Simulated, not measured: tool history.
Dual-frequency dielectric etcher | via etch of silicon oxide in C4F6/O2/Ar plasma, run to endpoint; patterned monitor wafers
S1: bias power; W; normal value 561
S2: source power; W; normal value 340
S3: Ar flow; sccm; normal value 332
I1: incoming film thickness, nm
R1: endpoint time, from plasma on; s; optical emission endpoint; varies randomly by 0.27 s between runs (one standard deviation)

{"run": 1, "hour": 0.0, "S1": 561, "S2": 340, "S3": 267, "I1": 167.8, "R1": 34.8}
{"run": 2, "hour": 34.2, "S1": 561, "S2": 340, "S3": 267, "I1": 168.2, "R1": 34.1}
{"run": 3, "hour": 62.0, "S1": 561, "S2": 340, "S3": 267, "I1": 167.4, "R1": 34.4}
{"run": 4, "hour": 138.5, "S1": 561, "S2": 370, "S3": 309, "I1": 167.1, "R1": 33.3}
{"run": 5, "hour": 154.2, "S1": 561, "S2": 370, "S3": 309, "I1": 167.7, "R1": 33.3}
{"run": 6, "hour": 175.8, "S1": 561, "S2": 370, "S3": 309, "I1": 167.5, "R1": 32.8}
{"run": 7, "hour": 199.9, "S1": 597, "S2": 340, "S3": 332, "I1": 167.2, "R1": 33.6}
{"hour": 229.2, "done": "wet clean of the chamber"}
{"hour": 244.6, "done": "upper electrode replaced"}
{"run": 8, "hour": 245.1, "S1": 561, "S2": 280, "S3": 391, "I1": 167.3, "R1": 40.8}
{"run": 9, "hour": 245.4, "S1": 561, "S2": 280, "S3": 391, "I1": 168.4, "R1": 41.2}
{"run": 10, "hour": 254.8, "S1": 561, "S2": 280, "S3": 391, "I1": 169.4, "R1": 41.3}
{"run": 11, "hour": 276.4, "S1": 561, "S2": 340, "S3": 332, "I1": 168.1, "R1": 35.8}
{"run": 12, "hour": 298.3, "S1": 561, "S2": 340, "S3": 332, "I1": 167.9, "R1": 36.1}
{"run": 13, "hour": 310.3, "S1": 561, "S2": 340, "S3": 332, "I1": 168.0, "R1": 36.1}
{"run": 14, "hour": 331.4, "S1": 462, "S2": 260, "S3": 282, "I1": 166.9, "R1": 44.3}
{"run": 15, "hour": 350.0, "S1": 561, "S2": 340, "S3": 332, "I1": 168.3, "R1": 36.4}
{"run": 16, "hour": 364.9, "S1": 453, "S2": 340, "S3": 332, "I1": 168.8, "R1": 39.8}
{"hour": 382.1, "done": "Ar flow controller replaced"}
{"run": 17, "hour": 387.5, "S1": 488, "S2": 340, "S3": 371, "I1": 167.8, "R1": 38.0}
{"hour": 408.2, "done": "bias power generator calibrated"}
{"run": 18, "hour": 416.8, "S1": 597, "S2": 340, "S3": 332, "I1": 168.9, "R1": 35.1}
{"hour": 422.2, "done": "source power generator calibrated"}
{"run": 19, "hour": 439.5, "S1": 561, "S2": 260, "S3": 402, "I1": 167.4, "R1": 42.6}
{"run": 20, "hour": 456.3, "S1": 683, "S2": 340, "S3": 332, "I1": 168.5, "R1": 32.9}
{"run": 21, "hour": 479.5, "S1": 561, "S2": 340, "S3": 410, "I1": 168.3, "R1": 36.4}
{"run": 22, "hour": 492.3, "S1": 561, "S2": 390, "S3": 362, "I1": 170.1, "R1": 34.2}
{"run": 23, "hour": 516.2, "S1": 561, "S2": 280, "S3": 332, "I1": 167.7, "R1": 40.3}
{"run": 24, "hour": 544.2, "S1": 672, "S2": 340, "S3": 332, "I1": 168.6, "R1": 33.0}
{"run": 25, "hour": 558.1, "S1": 561, "S2": 340, "S3": 267, "I1": 168.9, "R1": 35.4}
{"run": 26, "hour": 591.2, "S1": 561, "S2": 340, "S3": 332, "I1": 167.7, "R1": 35.7}

Each run again, without the hidden state but with its own random variation kept:
The hidden state here: etch rate over this chamber's usual, %; bias power that arrives over what is set, %; source power that arrives over what is set, %; Ar flow that arrives over what is set, %.
run=1 R1=35.6
run=2 R1=35.0
run=3 R1=35.3
run=4 R1=34.4
run=5 R1=34.4
run=6 R1=33.9
run=7 R1=34.8
run=8 R1=40.5
run=9 R1=40.9
run=10 R1=41.0
run=11 R1=35.6
run=12 R1=36.0
run=13 R1=36.0
run=14 R1=44.2
run=15 R1=36.4
run=16 R1=39.8
run=17 R1=38.0
run=18 R1=35.3
run=19 R1=42.8
run=20 R1=33.1
run=21 R1=36.6
run=22 R1=34.5
run=23 R1=40.6
run=24 R1=33.4
run=25 R1=35.8
run=26 R1=36.2
